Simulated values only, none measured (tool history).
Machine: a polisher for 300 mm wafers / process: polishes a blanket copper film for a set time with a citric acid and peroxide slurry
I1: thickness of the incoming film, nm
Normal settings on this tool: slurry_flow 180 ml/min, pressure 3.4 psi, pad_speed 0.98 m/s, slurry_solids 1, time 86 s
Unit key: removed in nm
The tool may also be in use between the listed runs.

run 1 day=0 | slurry_flow=180 pressure=3.4 pad_speed=0.98 slurry_solids=1 time=86 | I1=815.6 | removed=177.5
run 2 day=1.471 | slurry_flow=150 pressure=3.4 pad_speed=0.98 slurry_solids=1 time=86 | I1=813.7 | removed=167.9
-- day=1.712 slurry nozzle cleaned
run 3 day=3.708 | slurry_flow=180 pressure=3.4 pad_speed=0.98 slurry_solids=0.85 time=86 | I1=806.7 | removed=167
-- day=4.333 worn pad replaced by a new one
run 4 day=4.354 | slurry_flow=180 pressure=3.4 pad_speed=0.98 slurry_solids=0.85 time=86 | I1=820.6 | removed=183.9
run 5 day=5.246 | slurry_flow=180 pressure=3.4 pad_speed=0.98 slurry_solids=0.85 time=86 | I1=827.1 | removed=178.7
run 6 day=6.629 | slurry_flow=180 pressure=3.4 pad_speed=0.98 slurry_solids=1 time=86 | I1=818.9 | removed=178.7
run 7 day=7.6 | slurry_flow=180 pressure=3.4 pad_speed=0.98 slurry_solids=1 time=86 | I1=807.6 | removed=176.9
-- day=8.288 slurry blender recalibrated
run 8 day=8.517 | slurry_flow=180 pressure=3.4 pad_speed=0.98 slurry_solids=1 time=86 | I1=822.9 | removed=172
run 9 day=11.646 | slurry_flow=180 pressure=3.4 pad_speed=0.98 slurry_solids=1 time=69 | I1=807.1 | removed=137.6
-- day=11.825 slurry nozzle cleaned
run 10 day=12.167 | slurry_flow=180 pressure=3.4 pad_speed=0.98 slurry_solids=1.15 time=86 | I1=827.2 | removed=175.3
-- day=12.467 worn pad replaced by a new one
-- day=13.058 head pressure recalibrated
run 11 day=13.488 | slurry_flow=180 pressure=3.4 pad_speed=0.98 slurry_solids=1.15 time=86 | I1=820.6 | removed=188.8
run 12 day=14.721 | slurry_flow=180 pressure=3.4 pad_speed=0.98 slurry_solids=1.15 time=86 | I1=823.8 | removed=181.3
run 13 day=15.704 | slurry_flow=180 pressure=3.4 pad_speed=0.7 slurry_solids=1 time=94 | I1=821.1 | removed=135.5
run 14 day=16.846 | slurry_flow=180 pressure=3.4 pad_speed=0.7 slurry_solids=1 time=94 | I1=810.6 | removed=136.3
run 15 day=17.721 | slurry_flow=150 pressure=2.7 pad_speed=0.68 slurry_solids=1 time=86 | I1=827 | removed=92.4
run 16 day=18.296 | slurry_flow=180 pressure=2.2 pad_speed=0.98 slurry_solids=1 time=86 | I1=813.1 | removed=112.2
run 17 day=19.075 | slurry_flow=180 pressure=3.4 pad_speed=1.1 slurry_solids=1 time=86 | I1=809 | removed=192.3
-- day=19.767 worn pad replaced by a new one
run 18 day=21.425 | slurry_flow=180 pressure=3.4 pad_speed=0.98 slurry_solids=1 time=86 | I1=825.2 | removed=182.6
run 19 day=22.446 | slurry_flow=200 pressure=2.8 pad_speed=1.26 slurry_solids=1 time=107 | I1=832 | removed=233.9
-- day=23.5 slurry nozzle cleaned
run 20 day=23.654 | slurry_flow=180 pressure=3.4 pad_speed=0.98 slurry_solids=1 time=86 | I1=804.6 | removed=173.3
-- day=25.158 slurry blender recalibrated
-- day=26.758 worn pad replaced by a new one
run 21 day=27.008 | slurry_flow=180 pressure=2.8 pad_speed=0.9 slurry_solids=1 time=67 | I1=812.7 | removed=112.6
run 22 day=27.833 | slurry_flow=160 pressure=2.5 pad_speed=0.78 slurry_solids=1 time=107 | I1=809.7 | removed=134.4
run 23 day=29.083 | slurry_flow=180 pressure=3.4 pad_speed=0.98 slurry_solids=1 time=86 | I1=821.2 | removed=179.6
run 24 day=30.225 | slurry_flow=180 pressure=3.4 pad_speed=0.78 slurry_solids=1.25 time=97 | I1=820.9 | removed=166.7
run 25 day=31.838 | slurry_flow=180 pressure=3.4 pad_speed=0.74 slurry_solids=1 time=86 | I1=828.8 | removed=131.9
run 26 day=32.746 | slurry_flow=180 pressure=3.4 pad_speed=0.78 slurry_solids=0.75 time=66 | I1=820.7 | removed=99.9
run 27 day=33.283 | slurry_flow=180 pressure=3.4 pad_speed=0.98 slurry_solids=1 time=86 | I1=825.5 | removed=173.1
-- day=33.371 slurry nozzle cleaned
-- day=33.654 worn pad replaced by a new one
run 28 day=34.479 | slurry_flow=180 pressure=3.4 pad_speed=0.98 slurry_solids=1.15 time=86 | I1=803.1 | removed=188.1
run 29 day=35.733 | slurry_flow=180 pressure=3.4 pad_speed=0.64 slurry_solids=0.9 time=86 | I1=809.8 | removed=114.7

5 options for the next run, each taken on its own from the tool as it stands now. Forecast them:
run A day=35.75 | slurry_flow=200 pressure=3.4 pad_speed=0.98 slurry_solids=1 time=86 | I1=810.5 | removed=?
run B day=35.75 | slurry_flow=180 pressure=2.8 pad_speed=0.78 slurry_solids=1.15 time=101 | I1=810.5 | removed=?
run C day=35.75 | slurry_flow=180 pressure=4.5 pad_speed=0.98 slurry_solids=1 time=86 | I1=810.5 | removed=?
run D day=35.75 | slurry_flow=120 pressure=3.4 pad_speed=0.68 slurry_solids=0.8 time=105 | I1=810.5 | removed=?
run E day=35.75 | slurry_flow=180 pressure=3.4 pad_speed=0.98 slurry_solids=1 time=59 | I1=810.5 | removed=?

run=A removed=182.3
run=B removed=143.7
run=C removed=236.2
run=D removed=135.2
run=E removed=123.1
With no hidden state in the tool, these same runs would have given:
run=A removed=195.8
run=B removed=154.3
run=C removed=253.7
run=D removed=145.2
run=E removed=132.2
